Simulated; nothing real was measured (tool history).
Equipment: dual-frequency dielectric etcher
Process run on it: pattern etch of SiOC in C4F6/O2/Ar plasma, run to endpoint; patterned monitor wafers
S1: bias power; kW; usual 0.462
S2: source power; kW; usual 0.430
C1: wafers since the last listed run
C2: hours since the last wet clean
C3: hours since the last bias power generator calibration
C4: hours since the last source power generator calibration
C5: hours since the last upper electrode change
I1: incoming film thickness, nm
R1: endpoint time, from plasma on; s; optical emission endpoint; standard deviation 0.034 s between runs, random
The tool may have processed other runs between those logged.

run 1 day=0.000 | S1=0.462 S2=0.430 | C1=0 C2=484.0 C3=1911.0 C4=1626.1 C5=2277.8 | I1=27.34 | R1=8.5
run 2 day=2.683 | S1=0.462 S2=0.430 | C1=706 C2=548.4 C3=1975.4 C4=1690.5 C5=2342.2 | I1=27.19 | R1=8.5
-- day=4.967 wet clean of the chamber
run 3 day=5.658 | S1=0.462 S2=0.430 | C1=520 C2=16.6 C3=2046.8 C4=1761.9 C5=2413.6 | I1=27.41 | R1=8.7
run 4 day=11.750 | S1=0.462 S2=0.430 | C1=1604 C2=162.8 C3=2193.0 C4=1908.1 C5=2559.8 | I1=26.97 | R1=8.5
-- day=13.592 source power generator calibrated
run 5 day=14.296 | S1=0.462 S2=0.430 | C1=626 C2=223.9 C3=2254.1 C4=16.9 C5=2620.9 | I1=27.17 | R1=8.6
run 6 day=16.354 | S1=0.462 S2=0.430 | C1=542 C2=273.3 C3=2303.5 C4=66.3 C5=2670.3 | I1=27.20 | R1=8.5
run 7 day=18.108 | S1=0.462 S2=0.430 | C1=462 C2=315.4 C3=2345.6 C4=108.4 C5=2712.4 | I1=27.47 | R1=8.6
run 8 day=20.808 | S1=0.462 S2=0.430 | C1=711 C2=380.2 C3=2410.4 C4=173.2 C5=2777.2 | I1=27.21 | R1=8.5
run 9 day=23.817 | S1=0.462 S2=0.340 | C1=792 C2=452.4 C3=2482.6 C4=245.4 C5=2849.4 | I1=27.22 | R1=9.1
-- day=26.125 wet clean of the chamber
run 10 day=35.292 | S1=0.462 S2=0.340 | C1=2759 C2=220.0 C3=2758.0 C4=520.8 C5=3124.8 | I1=27.68 | R1=9.4
-- day=39.650 upper electrode replaced, of another model than before
run 11 day=39.671 | S1=0.462 S2=0.340 | C1=890 C2=325.1 C3=2863.1 C4=625.9 C5=0.5 | I1=27.13 | R1=9.6
run 12 day=42.017 | S1=0.433 S2=0.350 | C1=617 C2=381.4 C3=2919.4 C4=682.2 C5=56.8 | I1=27.21 | R1=10.0
run 13 day=47.812 | S1=0.433 S2=0.350 | C1=1526 C2=520.5 C3=3058.5 C4=821.3 C5=195.9 | I1=26.89 | R1=9.8
-- day=51.142 wet clean of the chamber
run 14 day=51.704 | S1=0.505 S2=0.430 | C1=761 C2=13.5 C3=3151.9 C4=914.7 C5=289.3 | I1=27.28 | R1=8.2
run 15 day=53.567 | S1=0.462 S2=0.430 | C1=490 C2=58.2 C3=3196.6 C4=959.4 C5=334.0 | I1=27.27 | R1=8.7
-- day=55.158 bias power generator calibrated
run 16 day=55.200 | S1=0.507 S2=0.330 | C1=386 C2=97.4 C3=1.0 C4=998.6 C5=373.2 | I1=27.34 | R1=9.4
run 17 day=56.788 | S1=0.552 S2=0.350 | C1=418 C2=135.5 C3=39.1 C4=1036.7 C5=411.3 | I1=26.84 | R1=8.4
run 18 day=58.858 | S1=0.380 S2=0.370 | C1=545 C2=185.2 C3=88.8 C4=1086.4 C5=461.0 | I1=27.49 | R1=11.0
run 19 day=62.967 | S1=0.405 S2=0.380 | C1=1082 C2=283.8 C3=187.4 C4=1185.0 C5=559.6 | I1=27.24 | R1=10.2
run 20 day=65.725 | S1=0.546 S2=0.340 | C1=726 C2=350.0 C3=253.6 C4=1251.2 C5=625.8 | I1=27.29 | R1=8.7
run 21 day=67.875 | S1=0.462 S2=0.340 | C1=566 C2=401.6 C3=305.2 C4=1302.8 C5=677.4 | I1=27.41 | R1=9.8
run 22 day=72.371 | S1=0.432 S2=0.520 | C1=1184 C2=509.5 C3=413.1 C4=1410.7 C5=785.3 | I1=27.28 | R1=8.0
-- day=75.367 wet clean of the chamber
run 23 day=75.388 | S1=0.371 S2=0.500 | C1=531 C2=0.5 C3=485.5 C4=1483.1 C5=857.7 | I1=27.36 | R1=9.6
-- day=76.792 source power generator calibrated
run 24 day=78.462 | S1=0.462 S2=0.430 | C1=766 C2=74.3 C3=559.3 C4=40.1 C5=931.5 | I1=27.06 | R1=8.6
run 25 day=81.504 | S1=0.399 S2=0.480 | C1=801 C2=147.3 C3=632.3 C4=113.1 C5=1004.5 | I1=27.35 | R1=9.1
run 26 day=84.796 | S1=0.510 S2=0.350 | C1=867 C2=226.3 C3=711.3 C4=192.1 C5=1083.5 | I1=27.43 | R1=9.1
run 27 day=87.812 | S1=0.462 S2=0.430 | C1=794 C2=298.7 C3=783.7 C4=264.5 C5=1155.9 | I1=27.31 | R1=8.5
run 28 day=91.133 | S1=0.462 S2=0.380 | C1=874 C2=378.4 C3=863.4 C4=344.2 C5=1235.6 | I1=27.18 | R1=9.1
run 29 day=94.483 | S1=0.419 S2=0.380 | C1=882 C2=458.8 C3=943.8 C4=424.6 C5=1316.0 | I1=27.30 | R1=9.8
run 30 day=97.042 | S1=0.526 S2=0.470 | C1=673 C2=520.2 C3=1005.2 C4=486.0 C5=1377.4 | I1=27.31 | R1=7.4
run 31 day=98.696 | S1=0.417 S2=0.430 | C1=435 C2=559.9 C3=1044.9 C4=525.7 C5=1417.1 | I1=27.47 | R1=9.2

What differs in the tool's unlogged condition from the final listed run ahead of each entry between runs to the first listed run following it?
Between runs 2 and 3: wet clean of the chamber (day 4.967)
  etch rate over this chamber's usual, %: 2.73 -> 0.0219
Between runs 4 and 5: source power generator calibrated (day 13.592)
  etch rate over this chamber's usual, %: 0.827 -> 1.16
Between runs 9 and 10: wet clean of the chamber (day 26.125)
  etch rate over this chamber's usual, %: 2.42 -> 1.16
Between runs 10 and 11: upper electrode replaced, of another model than before (day 39.650)
  etch rate over this chamber's usual, %: 1.16 -> 1.74
Between runs 13 and 14: wet clean of the chamber (day 51.142)
  etch rate over this chamber's usual, %: 2.82 -> -0.0605
Between runs 15 and 16: bias power generator calibrated (day 55.158)
  etch rate over this chamber's usual, %: 0.186 -> 0.402
Between runs 22 and 23: wet clean of the chamber (day 75.367)
  etch rate over this chamber's usual, %: 2.67 -> -0.00869
Between runs 23 and 24: source power generator calibrated (day 76.792)
  etch rate over this chamber's usual, %: -0.00869 -> 0.398
